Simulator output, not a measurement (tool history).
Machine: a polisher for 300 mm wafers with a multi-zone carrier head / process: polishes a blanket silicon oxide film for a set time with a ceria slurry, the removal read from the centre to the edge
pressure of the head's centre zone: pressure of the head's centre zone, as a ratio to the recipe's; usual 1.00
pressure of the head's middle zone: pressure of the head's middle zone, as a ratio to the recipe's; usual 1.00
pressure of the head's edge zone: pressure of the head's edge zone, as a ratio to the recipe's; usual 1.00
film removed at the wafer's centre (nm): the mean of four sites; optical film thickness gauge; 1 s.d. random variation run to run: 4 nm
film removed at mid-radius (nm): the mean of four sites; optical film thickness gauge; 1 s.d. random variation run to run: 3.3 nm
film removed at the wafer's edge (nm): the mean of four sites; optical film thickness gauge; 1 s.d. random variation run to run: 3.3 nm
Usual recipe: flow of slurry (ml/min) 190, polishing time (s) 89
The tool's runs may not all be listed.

| run | day | flow of slurry (ml/min) | pressure of the head's centre zone | pressure of the head's middle zone | pressure of the head's edge zone | polishing time (s) | incoming thickness of the incoming film, nm | film removed at the wafer's centre (nm) | film removed at mid-radius (nm) | film removed at the wafer's edge (nm) |
|---|---|---|---|---|---|---|---|---|---|---|
| 1 | 0.000 | 190 | 1.00 | 1.00 | 1.00 | 89 | 1337.4 | 409.6 | 400.8 | 401.4 |
| 2 | 0.458 | 170 | 0.89 | 0.92 | 1.10 | 89 | 1336.8 | 368.9 | 359.9 | 405.8 |
| 3 | 1.096 | 145 | 1.00 | 1.00 | 1.00 | 89 | 1316.7 | 391.0 | 381.3 | 394.5 |
| 4 | 1.533 | 190 | 1.00 | 1.00 | 1.00 | 89 | 1341.6 | 411.8 | 394.6 | 404.1 |
|  | 2.196 | worn pad replaced by a new one |
| 5 | 2.217 | 170 | 0.92 | 1.00 | 1.00 | 89 | 1330.1 | 381.1 | 388.7 | 397.5 |
| 6 | 2.788 | 150 | 1.00 | 0.95 | 1.00 | 89 | 1330.8 | 395.4 | 367.6 | 396.2 |
| 7 | 3.500 | 170 | 1.00 | 0.92 | 1.00 | 72 | 1311.8 | 332.5 | 298.4 | 318.8 |
| 8 | 3.812 | 190 | 1.08 | 1.00 | 0.90 | 89 | 1319.0 | 439.5 | 398.7 | 393.2 |
| 9 | 4.529 | 190 | 1.00 | 1.00 | 1.00 | 89 | 1311.7 | 409.5 | 395.1 | 397.9 |
| 10 | 5.050 | 190 | 1.12 | 1.00 | 1.00 | 108 | 1322.4 | 552.7 | 479.5 | 483.8 |
| 11 | 5.579 | 190 | 1.05 | 1.00 | 1.00 | 111 | 1327.9 | 536.4 | 496.7 | 493.4 |
|  | 5.750 | edge zone pressure recalibrated |
|  | 6.896 | worn pad replaced by a new one |
| 12 | 7.346 | 220 | 1.00 | 0.92 | 0.97 | 89 | 1314.5 | 422.9 | 377.8 | 410.9 |
| 13 | 7.746 | 190 | 0.91 | 0.89 | 1.03 | 110 | 1327.5 | 494.6 | 442.7 | 501.0 |
| 14 | 9.542 | 130 | 1.00 | 1.00 | 1.00 | 89 | 1314.7 | 397.2 | 366.1 | 384.2 |
| 15 | 10.271 | 190 | 1.08 | 1.00 | 1.00 | 97 | 1349.3 | 484.6 | 431.4 | 437.9 |
| 16 | 10.542 | 190 | 1.00 | 1.04 | 1.06 | 89 | 1337.0 | 419.9 | 412.9 | 407.9 |
|  | 11.408 | worn pad replaced by a new one |
| 17 | 11.967 | 190 | 1.00 | 1.00 | 1.00 | 89 | 1327.3 | 424.7 | 397.1 | 407.3 |
| 18 | 12.417 | 190 | 1.09 | 1.03 | 0.92 | 71 | 1318.0 | 355.9 | 327.5 | 316.8 |
| 19 | 12.833 | 155 | 1.10 | 1.07 | 1.07 | 89 | 1350.1 | 434.1 | 408.4 | 395.9 |
| 20 | 13.167 | 190 | 1.00 | 1.00 | 1.00 | 89 | 1327.7 | 431.3 | 391.3 | 402.2 |
| 21 | 13.467 | 135 | 1.00 | 1.11 | 1.00 | 70 | 1357.9 | 313.5 | 318.9 | 301.1 |
| 22 | 13.850 | 190 | 1.10 | 0.92 | 1.06 | 98 | 1333.5 | 506.0 | 406.0 | 447.3 |
| 23 | 14.483 | 190 | 1.00 | 1.00 | 1.00 | 67 | 1359.7 | 320.8 | 299.2 | 303.8 |

Below are 3 alternative next runs, each starting from the tool's condition after run 23. Predict each:
| A | 14.500 | 190 | 1.00 | 1.00 | 1.05 | 89 | 1318.3 | ? | ? | ? |
| B | 14.500 | 190 | 1.00 | 1.04 | 1.00 | 89 | 1318.3 | ? | ? | ? |
| C | 14.500 | 190 | 0.95 | 0.88 | 1.05 | 77 | 1318.3 | ? | ? | ? |

| run | film removed at the wafer's centre (nm) | film removed at mid-radius (nm) | film removed at the wafer's edge (nm) |
|---|---|---|---|
| A | 415.4 | 393.6 | 409.5 |
| B | 415.5 | 406.9 | 404.0 |
| C | 347.1 | 306.1 | 354.8 |
Stripped of hidden state, with their random variation kept, the same runs would have yielded:
| run | film removed at the wafer's centre (nm) | film removed at mid-radius (nm) | film removed at the wafer's edge (nm) |
|---|---|---|---|
| A | 390.5 | 393.7 | 409.5 |
| B | 390.6 | 407.0 | 404.0 |
| C | 326.2 | 306.2 | 354.8 |

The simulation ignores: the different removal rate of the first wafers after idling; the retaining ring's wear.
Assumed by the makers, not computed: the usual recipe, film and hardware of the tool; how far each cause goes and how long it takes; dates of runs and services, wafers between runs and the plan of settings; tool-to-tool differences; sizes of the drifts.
